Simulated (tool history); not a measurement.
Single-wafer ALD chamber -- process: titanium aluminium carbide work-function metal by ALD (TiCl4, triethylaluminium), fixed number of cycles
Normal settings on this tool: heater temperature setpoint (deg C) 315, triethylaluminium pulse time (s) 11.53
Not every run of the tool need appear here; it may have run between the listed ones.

run	hour	heater temperature setpoint (deg C)	triethylaluminium pulse time (s)	wafers since the last listed run	hours since the last thermocouple change	hours since the last triethylaluminium bottle change	hours since the showerhead was replaced	hours since the gauge calibration	read-back reference wafer on the same gauge, thickness_nm	mean film thickness on the monitor wafer (nm)
1	0.0	315	14.56	0	789.3	440.7	5103.2	172.2	2.454	2.290
2	30.3	315	11.53	186	819.6	471.0	5133.5	202.5	2.444	2.259
3	44.5	315	11.53	87	833.8	485.2	5147.7	216.7	2.447	2.269
4	63.5	315	11.53	116	852.8	504.2	5166.7	235.7	2.442	2.275
5	93.4	315	11.53	183	882.7	534.1	5196.6	265.6	2.438	2.261
6	120.2	315	11.53	164	909.5	560.9	5223.4	292.4	2.431	2.279
7	152.3	315	11.53	197	941.6	593.0	5255.5	324.5	2.439	2.292
8	183.0	315	11.53	188	972.3	623.7	5286.2	355.2	2.428	2.260
9	209.9	315	11.53	165	999.2	650.6	5313.1	382.1	2.425	2.266
# hour 257.6: triethylaluminium bottle replaced
10	273.9	315	10.49	344	1063.2	16.3	5377.1	446.1	2.422	2.227
11	294.4	315	10.49	125	1083.7	36.8	5397.6	466.6	2.418	2.223
12	316.8	315	10.49	137	1106.1	59.2	5420.0	489.0	2.423	2.229
13	340.6	315	9.69	146	1129.9	83.0	5443.8	512.8	2.415	2.215
14	361.1	315	7.96	125	1150.4	103.5	5464.3	533.3	2.411	2.154
15	390.6	315	11.53	181	1179.9	133.0	5493.8	562.8	2.410	2.257
# hour 419.4: thermocouple changed; heater temperature recalibrated
16	419.9	304	9.21	130	0.5	162.3	5523.1	592.1	2.407	2.115
17	432.1	315	11.53	74	12.7	174.5	5535.3	604.3	2.409	2.233
18	455.2	304	11.53	141	35.8	197.6	5558.4	627.4	2.406	2.136
19	484.6	301	9.91	180	65.2	227.0	5587.8	656.8	2.400	2.095
20	496.7	327	14.26	74	77.3	239.1	5599.9	668.9	2.403	2.348
21	521.2	323	10.05	150	101.8	263.6	5624.4	693.4	2.393	2.267
# hour 528.9: gauge calibrated
22	537.2	306	9.81	98	117.8	279.6	5640.4	8.3	2.458	2.193
23	563.7	322	14.76	162	144.3	306.1	5666.9	34.8	2.469	2.387
# hour 592.8: showerhead replaced
24	597.6	311	11.53	159	178.2	340.0	4.8	68.7	2.463	2.277
25	626.9	307	9.08	180	207.5	369.3	34.1	98.0	2.463	2.170
26	648.6	315	9.66	133	229.2	391.0	55.8	119.7	2.448	2.259
27	669.1	327	11.53	125	249.7	411.5	76.3	140.2	2.449	2.385
28	681.9	315	11.53	78	262.5	424.3	89.1	153.0	2.450	2.262
29	718.5	315	11.53	224	299.1	460.9	125.7	189.6	2.450	2.286
30	735.1	300	13.86	102	315.7	477.5	142.3	206.2	2.447	2.169
31	764.7	325	11.53	181	345.3	507.1	171.9	235.8	2.442	2.330
32	794.1	303	14.10	180	374.7	536.5	201.3	265.2	2.438	2.178
33	826.4	321	7.02	198	407.0	568.8	233.6	297.5	2.442	2.168

Hidden state at the last listed run before each entry between runs and at the first one after, where it differs:
Run 9 -> run 10: triethylaluminium bottle replaced (hour 257.6)
  gauge reads high (%): -1.32 -> -1.58
  measured less the result without the state, mean film thickness on the monitor wafer (nm): -0.031 -> -0.036
Run 15 -> run 16: thermocouple changed; heater temperature recalibrated (hour 419.4)
  gauge reads high (%): -2.05 -> -2.16
  measured less the result without the state, mean film thickness on the monitor wafer (nm): -0.047 -> -0.047
Run 21 -> run 22: gauge calibrated (hour 528.9)
  gauge reads high (%): -2.57 -> 0.304
  measured less the result without the state, mean film thickness on the monitor wafer (nm): -0.060 -> +0.007
Run 23 -> run 24: showerhead replaced (hour 592.8)
  gauge reads high (%): 0.198 -> 0.0628
  measured less the result without the state, mean film thickness on the monitor wafer (nm): +0.004 -> +0.001
